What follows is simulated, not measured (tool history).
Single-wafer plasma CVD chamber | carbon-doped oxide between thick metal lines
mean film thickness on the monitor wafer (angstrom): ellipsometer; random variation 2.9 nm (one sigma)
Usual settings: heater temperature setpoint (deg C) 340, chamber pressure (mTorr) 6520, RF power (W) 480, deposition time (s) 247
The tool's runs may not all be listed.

run    hour  heater temperature setpoint (deg C)  chamber pressure (mTorr)  RF power (W)  deposition time (s)  wafers since the last listed run  hours since the last thermocouple change  hours since the last RF generator calibration  hours since the last manometer calibration  hours since the showerhead was replaced  hours since the gauge calibration  read-back reference wafer on the same gauge, thickness_nm  mean film thickness on the monitor wafer (angstrom)
  1     0.0                                  340                      6520           480                  247                                 0                                     317.4                                          286.8                                       441.4                                   3795.6                              918.7                                                   1139.928                                             13358.15
  2    68.9                                  340                      6520           480                  247                               428                                     386.3                                          355.7                                       510.3                                   3864.5                              987.6                                                   1139.857                                             13328.19
  3   105.9                                  340                      6520           480                  247                               230                                     423.3                                          392.7                                       547.3                                   3901.5                             1024.6                                                   1139.579                                             13366.67
  4   357.7                                  340                      6520           480                  247                              1567                                     675.1                                          644.5                                       799.1                                   4153.3                             1276.4                                                   1140.058                                             13391.38
  5   396.1                                  340                      6520           480                  247                               239                                     713.5                                          682.9                                       837.5                                   4191.7                             1314.8                                                   1139.851                                             13421.19
  6   475.9                                  340                      7770           480                  247                               496                                     793.3                                          762.7                                       917.3                                   4271.5                             1394.6                                                   1140.272                                             13652.37
  7   582.8                                  340                      7770           480                  247                               665                                     900.2                                          869.6                                      1024.2                                   4378.4                             1501.5                                                   1139.776                                             13651.81
      605.9  -- showerhead replaced
  8   647.9                                  340                      6520           480                  247                               355                                     965.3                                          934.7                                      1089.3                                     42.0                             1566.6                                                   1140.119                                             13456.52
      671.1  -- capacitance manometer re-zeroed and calibrated
  9   694.2                                  340                      6520           480                  247                               238                                    1011.6                                          981.0                                        23.1                                     88.3                             1612.9                                                   1139.984                                             13462.59
 10   780.8                                  340                      6520           480                  247                               539                                    1098.2                                         1067.6                                       109.7                                    174.9                             1699.5                                                   1140.128                                             13455.59
      848.7  -- thermocouple changed; heater temperature recalibrated
 11   862.1                                  331                      6520           480                  247                               456                                      13.4                                         1148.9                                       191.0                                    256.2                             1780.8                                                   1140.275                                             13634.15
      882.9  -- gauge calibrated
      928.1  -- RF generator calibrated
 12   933.1                                  340                      5340           480                  247                               392                                      84.4                                            5.0                                       262.0                                    327.2                               50.2                                                   1139.678                                             12813.84
 13   995.2                                  347                      7080           480                  208                               386                                     146.5                                           67.1                                       324.1                                    389.3                              112.3                                                   1139.702                                             11157.01
 14  1089.1                                  340                      6520           480                  209                               584                                     240.4                                          161.0                                       418.0                                    483.2                              206.2                                                   1139.914                                             11321.12
 15  1133.8                                  340                      6520           480                  247                               278                                     285.1                                          205.7                                       462.7                                    527.9                              250.9                                                   1139.999                                             13321.98
 16  1200.4                                  333                      7500           425                  291                               414                                     351.7                                          272.3                                       529.3                                    594.5                              317.5                                                   1140.349                                             15479.50
 17  1447.8                                  340                      5510           450                  247                              1539                                     599.1                                          519.7                                       776.7                                    841.9                              564.9                                                   1140.128                                             12662.58
 18  1483.9                                  349                      7280           480                  247                               224                                     635.2                                          555.8                                       812.8                                    878.0                              601.0                                                   1140.013                                             13231.34
 19  1558.1                                  340                      5280           560                  220                               461                                     709.4                                          630.0                                       887.0                                    952.2                              675.2                                                   1140.272                                             12222.58

The next listed run, before its measurement:
 20  1637.9                                  340                      8120           385                  247                               496                                     789.2                                          709.8                                       966.8                                   1032.0                              755.0                                                          ?                                                    ?

read-back reference wafer on the same gauge, thickness_nm: 1139.763
mean film thickness on the monitor wafer (angstrom): 12496.52
Without the tool's hidden state the same run would have given mean film thickness on the monitor wafer (angstrom) 12387.31.
